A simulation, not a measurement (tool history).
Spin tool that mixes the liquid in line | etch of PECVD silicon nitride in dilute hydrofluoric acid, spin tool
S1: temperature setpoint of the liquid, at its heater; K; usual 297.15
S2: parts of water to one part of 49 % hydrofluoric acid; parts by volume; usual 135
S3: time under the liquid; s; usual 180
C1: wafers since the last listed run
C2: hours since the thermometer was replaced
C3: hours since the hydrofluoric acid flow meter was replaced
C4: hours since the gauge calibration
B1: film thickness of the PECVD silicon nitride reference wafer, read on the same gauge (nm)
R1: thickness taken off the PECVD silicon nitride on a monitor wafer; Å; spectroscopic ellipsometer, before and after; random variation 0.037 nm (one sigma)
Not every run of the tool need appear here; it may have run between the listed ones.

run   hour      S1   S2   S3   C1      C2     C3     C4      B1     R1
  1      0  297.15  135  180    0  2089.4  551.8  226.1  69.976  46.98
  2   28.2  297.15  135  180  114  2117.6    580  254.3  69.985  47.12
  3   51.8  297.15  135  180   95  2141.2  603.6  277.9  70.006  46.82
  4   78.2  297.15  135  180  107  2167.6    630  304.3   69.98  47.79
  5     96  297.15  135  180   72  2185.4  647.8  322.1  70.009  46.78
     150.1  -- hydrofluoric acid flow meter replaced
  6  150.6  297.15  135  180  217    2240    0.5  376.7  70.021  46.85
  7  177.5  297.15  135  180  109  2266.9   27.4  403.6  69.988  47.26
  8  206.7  297.15  135  125  118  2296.1   56.6  432.8  69.986  32.62
     211.5  -- thermometer replaced
  9  223.6  297.15  135  180   64    12.1   73.5  449.7  69.991  47.87
 10  248.2  297.15  135  180   99    36.7   98.1  474.3  69.977  47.06
 11  260.7  297.15  135  270   50    49.2  110.6  486.8  69.999   70.4
 12  273.1  294.65  135   90   50    61.6    123  499.2  69.985  19.99
 13  291.4  297.15  135  180   74    79.9  141.3  517.5  70.042  47.41
     306.8  -- gauge calibrated
 14  313.6  297.15  135  180   90   102.1  163.5    6.8  69.987  46.68
 15  344.3  297.15  135  180  124   132.8  194.2   37.5  70.009  46.68
 16  378.1  297.15  110  100  137   166.6    228   71.3  69.991  31.68
 17  395.5  297.15  135  180   70     184  245.4   88.7  70.027  46.97
 18  415.6  298.65  160  285   81   204.1  265.5  108.8  70.018  69.27
 19  430.5  297.15  110  150   60     219  280.4  123.7  70.007  48.01
 20  455.2  300.15  135  105  100   243.7  305.1  148.4  70.004   33.3
 21  483.1  293.15  135  180  113   271.6    333  176.3  69.958  35.96

Entry by entry between the runs, the difference in hidden state between the last listed run before and the first listed run after:
From run 5 to run 6: hydrofluoric acid flow meter replaced (hour 150.1)
  the hidden state is the same at both runs
From run 8 to run 9: thermometer replaced (hour 211.5)
  the hidden state is the same at both runs
From run 13 to run 14: gauge calibrated (hour 306.8)
  the hidden state is the same at both runs
